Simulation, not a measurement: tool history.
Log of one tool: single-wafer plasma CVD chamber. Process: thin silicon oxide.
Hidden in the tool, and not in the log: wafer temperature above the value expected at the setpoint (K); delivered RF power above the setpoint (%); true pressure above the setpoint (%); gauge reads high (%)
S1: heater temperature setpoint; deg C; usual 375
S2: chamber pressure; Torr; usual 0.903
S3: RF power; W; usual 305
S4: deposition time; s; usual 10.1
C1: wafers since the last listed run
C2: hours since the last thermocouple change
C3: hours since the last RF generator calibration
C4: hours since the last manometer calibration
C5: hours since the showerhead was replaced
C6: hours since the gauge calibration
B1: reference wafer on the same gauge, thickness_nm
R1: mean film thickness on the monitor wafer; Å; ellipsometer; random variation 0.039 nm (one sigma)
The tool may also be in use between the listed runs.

Run 1, day 0: usual settings; C1 0; C2 1571; C3 2080.5; C4 1842.9; C5 6740.4; C6 126; B1 18.498. Result: R1 186.6 Å.
Run 2, day 3.346: usual settings; C1 2447; C2 1651.3; C3 2160.8; C4 1923.2; C5 6820.7; C6 206.3; B1 18.49. Result: R1 184.75 Å.
Run 3, day 4.617: usual settings; C1 929; C2 1681.8; C3 2191.3; C4 1953.7; C5 6851.2; C6 236.8; B1 18.495. Result: R1 184.3 Å.
Run 4, day 5.946: usual settings; C1 972; C2 1713.7; C3 2223.2; C4 1985.6; C5 6883.1; C6 268.7; B1 18.514. Result: R1 183.87 Å.
At day 6.7: showerhead replaced.
Run 5, day 6.742: usual settings; C1 338; C2 1732.8; C3 2242.3; C4 2004.7; C5 1; C6 287.8; B1 18.511. Result: R1 183.36 Å.
Run 6, day 8.162: usual settings; C1 1039; C2 1766.9; C3 2276.4; C4 2038.8; C5 35.1; C6 321.9; B1 18.509. Result: R1 183.21 Å.
Run 7, day 9.179: usual settings; C1 743; C2 1791.3; C3 2300.8; C4 2063.2; C5 59.5; C6 346.3; B1 18.495. Result: R1 183.28 Å.
At day 10.696: RF generator calibrated.
Run 8, day 10.717: usual settings; C1 880; C2 1828.2; C3 0.5; C4 2100.1; C5 96.4; C6 383.2; B1 18.514. Result: R1 192.27 Å.
Run 9, day 11.579: usual settings but S1 370 deg C; C1 630; C2 1848.9; C3 21.2; C4 2120.8; C5 117.1; C6 403.9; B1 18.497. Result: R1 192.71 Å.
Run 10, day 12.3: usual settings; C1 527; C2 1866.2; C3 38.5; C4 2138.1; C5 134.4; C6 421.2; B1 18.514. Result: R1 191.06 Å.
At day 12.808: thermocouple changed; heater temperature recalibrated.
At day 13.029: gauge calibrated.
Run 11, day 13.575: usual settings but S1 369 deg C, S2 1.057 Torr, S4 11 s; C1 688; C2 18.4; C3 69.1; C4 2168.7; C5 165; C6 13.1; B1 18.507. Result: R1 239.91 Å.
At day 15.167: capacitance manometer re-zeroed and calibrated.
Run 12, day 15.188: usual settings but S1 370 deg C; C1 935; C2 57.1; C3 107.8; C4 0.5; C5 203.7; C6 51.8; B1 18.508. Result: R1 200.85 Å.
Run 13, day 15.75: usual settings but S1 369 deg C, S3 260 W; C1 411; C2 70.6; C3 121.3; C4 14; C5 217.2; C6 65.3; B1 18.494. Result: R1 182.98 Å.
Run 14, day 16.954: usual settings but S2 1.106 Torr, S3 275 W, S4 11.7 s; C1 880; C2 99.5; C3 150.2; C4 42.9; C5 246.1; C6 94.2; B1 18.503. Result: R1 257.7 Å.
Run 15, day 18.412: usual settings but S1 361 deg C, S4 11.5 s; C1 1066; C2 134.5; C3 185.2; C4 77.9; C5 281.1; C6 129.2; B1 18.483. Result: R1 229.64 Å.
Run 16, day 19.133: usual settings but S4 9.3 s; C1 527; C2 151.8; C3 202.5; C4 95.2; C5 298.4; C6 146.5; B1 18.503. Result: R1 183.57 Å.

Forecast each of these 3 alternatives for the next run:
Run A, day 19.15: usual settings but S1 365 deg C; C1 12; C2 152.2; C3 202.9; C4 95.6; C5 298.8; C6 146.9; B1 ?. Result: R1 ?.
Run B, day 19.15: usual settings but S2 1.094 Torr, S3 275 W, S4 8.2 s; C1 12; C2 152.2; C3 202.9; C4 95.6; C5 298.8; C6 146.9; B1 ?. Result: R1 ?.
Run C, day 19.15: usual settings but S2 0.823 Torr, S3 275 W; C1 12; C2 152.2; C3 202.9; C4 95.6; C5 298.8; C6 146.9; B1 ?. Result: R1 ?.

run      B1     R1
  A  18.501  200.6
  B  18.501  178.9
  C  18.501    171
Without the tool's hidden state the same runs would have given:
run      R1
  A  205.44
  B  183.17
  C  175.46
